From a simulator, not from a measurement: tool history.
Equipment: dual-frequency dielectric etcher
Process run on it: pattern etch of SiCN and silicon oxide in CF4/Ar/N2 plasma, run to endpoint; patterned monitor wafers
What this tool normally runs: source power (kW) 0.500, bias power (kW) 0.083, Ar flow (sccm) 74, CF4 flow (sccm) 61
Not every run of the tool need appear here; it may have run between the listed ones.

run	hour	source power (kW)	bias power (kW)	Ar flow (sccm)	CF4 flow (sccm)	wafers since the last listed run	hours since the last wet clean	hours since the last source power generator calibration	hours since the last bias power generator calibration	hours since the last Ar flow controller change	hours since the last CF4 flow controller change	hours since the last upper electrode change	incoming incoming film thickness, nm	endpoint time (s)
1	0.0	0.500	0.083	74	65	0	184.7	1764.4	2665.4	4638.3	4098.6	1871.4	9.19	9.5
2	53.9	0.500	0.083	74	65	600	238.6	1818.3	2719.3	4692.2	4152.5	1925.3	9.13	9.5
3	104.8	0.580	0.083	74	61	567	289.5	1869.2	2770.2	4743.1	4203.4	1976.2	9.27	8.3
4	130.7	0.500	0.083	74	61	288	315.4	1895.1	2796.1	4769.0	4229.3	2002.1	9.10	9.5
# hour 358.6: Ar flow controller replaced
# hour 363.0: wet clean of the chamber
# hour 385.5: upper electrode replaced
5	386.0	0.440	0.083	82	61	2478	23.0	2150.4	3051.4	27.4	4484.6	0.5	9.27	11.8
6	389.0	0.500	0.077	74	61	33	26.0	2153.4	3054.4	30.4	4487.6	3.5	9.23	10.5
7	436.7	0.500	0.077	74	61	531	73.7	2201.1	3102.1	78.1	4535.3	51.2	9.24	10.6
# hour 487.1: bias power generator calibrated
# hour 522.1: wet clean of the chamber, repeated, since the last time left the tool worse
8	522.6	0.500	0.077	74	61	645	0.5	2287.0	35.5	164.0	4621.2	137.1	9.26	10.0
9	563.3	0.560	0.083	74	61	453	41.2	2327.7	76.2	204.7	4661.9	177.8	9.15	8.3
# hour 593.8: CF4 flow controller replaced
10	603.6	0.390	0.083	85	61	382	81.5	2368.0	116.5	245.0	9.8	218.1	9.17	12.9
# hour 629.9: source power generator calibrated
11	630.4	0.500	0.083	74	61	254	108.3	0.5	143.3	271.8	36.6	244.9	9.21	9.5
12	654.6	0.450	0.097	80	61	269	132.5	24.7	167.5	296.0	60.8	269.1	9.18	9.9
13	702.5	0.380	0.083	79	74	533	180.4	72.6	215.4	343.9	108.7	317.0	9.25	12.9
14	750.3	0.570	0.083	91	57	532	228.2	120.4	263.2	391.7	156.5	364.8	9.24	8.8
15	782.0	0.470	0.095	87	72	353	259.9	152.1	294.9	423.4	188.2	396.5	9.24	9.7
16	810.8	0.500	0.066	74	50	320	288.7	180.9	323.7	452.2	217.0	425.3	9.20	11.5
17	871.6	0.610	0.065	92	49	677	349.5	241.7	384.5	513.0	277.8	486.1	9.04	9.7
18	923.2	0.390	0.098	79	53	575	401.1	293.3	436.1	564.6	329.4	537.7	9.17	12.1

Consider 4 possible next runs. They are alternatives, not a sequence: every one starts from the tool as it was left by run 18. What does each give?
A	923.6	0.500	0.083	74	61	4	401.5	293.7	436.5	565.0	329.8	538.1	9.36	?
B	923.6	0.440	0.083	74	61	4	401.5	293.7	436.5	565.0	329.8	538.1	9.36	?
C	923.6	0.570	0.070	57	75	4	401.5	293.7	436.5	565.0	329.8	538.1	9.36	?
D	923.6	0.500	0.067	79	61	4	401.5	293.7	436.5	565.0	329.8	538.1	9.36	?

run	endpoint time (s)
A	9.8
B	11.3
C	8.6
D	11.1
Without the tool's hidden state the same runs would have given:
run	endpoint time (s)
A	9.5
B	11.0
C	8.4
D	10.9
